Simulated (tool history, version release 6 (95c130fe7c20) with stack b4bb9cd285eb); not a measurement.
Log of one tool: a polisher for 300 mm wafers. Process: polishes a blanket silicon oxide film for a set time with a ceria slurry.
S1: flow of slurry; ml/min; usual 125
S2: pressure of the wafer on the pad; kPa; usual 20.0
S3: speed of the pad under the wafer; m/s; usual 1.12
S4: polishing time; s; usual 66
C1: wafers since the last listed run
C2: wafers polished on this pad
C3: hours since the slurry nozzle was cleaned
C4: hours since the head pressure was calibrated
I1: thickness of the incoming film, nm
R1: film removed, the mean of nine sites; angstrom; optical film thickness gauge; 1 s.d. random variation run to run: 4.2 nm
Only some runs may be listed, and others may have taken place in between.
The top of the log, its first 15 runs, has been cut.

-- hour=953.2 worn pad replaced by a new one
run 16 hour=971.9 | S1=125 S2=20.0 S3=0.76 S4=85 | C1=524 C2=163 C3=240.9 C4=630.4 | I1=970.0 | R1=2931
run 17 hour=1032.4 | S1=95 S2=20.0 S3=1.12 S4=87 | C1=527 C2=690 C3=301.4 C4=690.9 | I1=985.2 | R1=4083
run 18 hour=1100.8 | S1=170 S2=20.0 S3=1.12 S4=53 | C1=596 C2=1287 C3=369.8 C4=759.3 | I1=985.1 | R1=2838
run 19 hour=1170.4 | S1=100 S2=17.2 S3=1.30 S4=57 | C1=606 C2=1893 C3=439.4 C4=828.9 | I1=965.0 | R1=2700
run 20 hour=1242.2 | S1=125 S2=20.0 S3=1.12 S4=66 | C1=625 C2=2519 C3=511.2 C4=900.7 | I1=961.3 | R1=3224
run 21 hour=1281.9 | S1=125 S2=20.0 S3=0.88 S4=66 | C1=346 C2=2866 C3=550.9 C4=940.4 | I1=971.0 | R1=2534
run 22 hour=1329.9 | S1=125 S2=20.0 S3=1.12 S4=57 | C1=418 C2=3284 C3=598.9 C4=988.4 | I1=974.0 | R1=2728
run 23 hour=1365.2 | S1=90 S2=20.0 S3=1.12 S4=66 | C1=307 C2=3592 C3=634.2 C4=1023.7 | I1=950.0 | R1=2877
-- hour=1408.0 slurry nozzle cleaned
run 24 hour=1432.8 | S1=125 S2=13.1 S3=1.40 S4=66 | C1=580 C2=4172 C3=24.8 C4=1091.3 | I1=964.3 | R1=2521
-- hour=1451.9 worn pad replaced by a new one
run 25 hour=1465.0 | S1=125 S2=17.9 S3=1.26 S4=55 | C1=245 C2=114 C3=57.0 C4=1123.5 | I1=956.9 | R1=2557
run 26 hour=1498.8 | S1=125 S2=20.0 S3=1.12 S4=66 | C1=294 C2=409 C3=90.8 C4=1157.3 | I1=972.5 | R1=2978
-- hour=1509.8 head pressure recalibrated
run 27 hour=1527.3 | S1=125 S2=24.8 S3=1.40 S4=58 | C1=231 C2=640 C3=119.3 C4=17.5 | I1=970.2 | R1=5059
run 28 hour=1593.9 | S1=125 S2=20.0 S3=1.12 S4=60 | C1=580 C2=1220 C3=185.9 C4=84.1 | I1=984.2 | R1=3345
run 29 hour=1624.0 | S1=140 S2=25.5 S3=1.24 S4=79 | C1=262 C2=1483 C3=216.0 C4=114.2 | I1=970.7 | R1=6213
run 30 hour=1679.4 | S1=125 S2=20.0 S3=1.12 S4=66 | C1=483 C2=1966 C3=271.4 C4=169.6 | I1=972.1 | R1=3624
run 31 hour=1729.2 | S1=125 S2=20.0 S3=1.12 S4=66 | C1=434 C2=2400 C3=321.2 C4=219.4 | I1=979.3 | R1=3514
run 32 hour=1761.5 | S1=145 S2=20.0 S3=1.12 S4=55 | C1=281 C2=2682 C3=353.5 C4=251.7 | I1=968.6 | R1=3038
run 33 hour=1801.4 | S1=125 S2=20.0 S3=1.12 S4=66 | C1=347 C2=3030 C3=393.4 C4=291.6 | I1=960.4 | R1=3555
run 34 hour=1853.7 | S1=125 S2=20.0 S3=1.12 S4=77 | C1=455 C2=3485 C3=445.7 C4=343.9 | I1=972.6 | R1=4166
-- hour=1948.9 worn pad replaced by a new one
-- hour=2037.4 slurry nozzle cleaned
run 35 hour=2068.1 | S1=125 S2=20.0 S3=1.12 S4=66 | C1=1825 C2=1030 C3=30.7 C4=558.3 | I1=986.8 | R1=3535
run 36 hour=2118.4 | S1=140 S2=20.0 S3=1.00 S4=66 | C1=438 C2=1468 C3=81.0 C4=608.6 | I1=957.7 | R1=3124
run 37 hour=2154.6 | S1=125 S2=14.5 S3=1.12 S4=66 | C1=315 C2=1784 C3=117.2 C4=644.8 | I1=975.0 | R1=2496

4 options for the next run, each taken on its own from the tool as it stands now. Forecast them:
run A hour=2155.0 | S1=125 S2=15.2 S3=1.12 S4=66 | C1=3 C2=1787 C3=117.6 C4=645.2 | I1=975.7 | R1=?
run B hour=2155.0 | S1=85 S2=17.2 S3=0.94 S4=77 | C1=3 C2=1787 C3=117.6 C4=645.2 | I1=975.7 | R1=?
run C hour=2155.0 | S1=125 S2=20.0 S3=1.12 S4=73 | C1=3 C2=1787 C3=117.6 C4=645.2 | I1=975.7 | R1=?
run D hour=2155.0 | S1=80 S2=15.9 S3=1.46 S4=59 | C1=3 C2=1787 C3=117.6 C4=645.2 | I1=975.7 | R1=?

run=A R1=2597
run=B R1=2593
run=C R1=3786
run=D R1=2778
With the hidden condition removed and each run's random variation left untouched, the same runs would have given:
run=A R1=2680
run=B R1=2676
run=C R1=3908
run=D R1=2867

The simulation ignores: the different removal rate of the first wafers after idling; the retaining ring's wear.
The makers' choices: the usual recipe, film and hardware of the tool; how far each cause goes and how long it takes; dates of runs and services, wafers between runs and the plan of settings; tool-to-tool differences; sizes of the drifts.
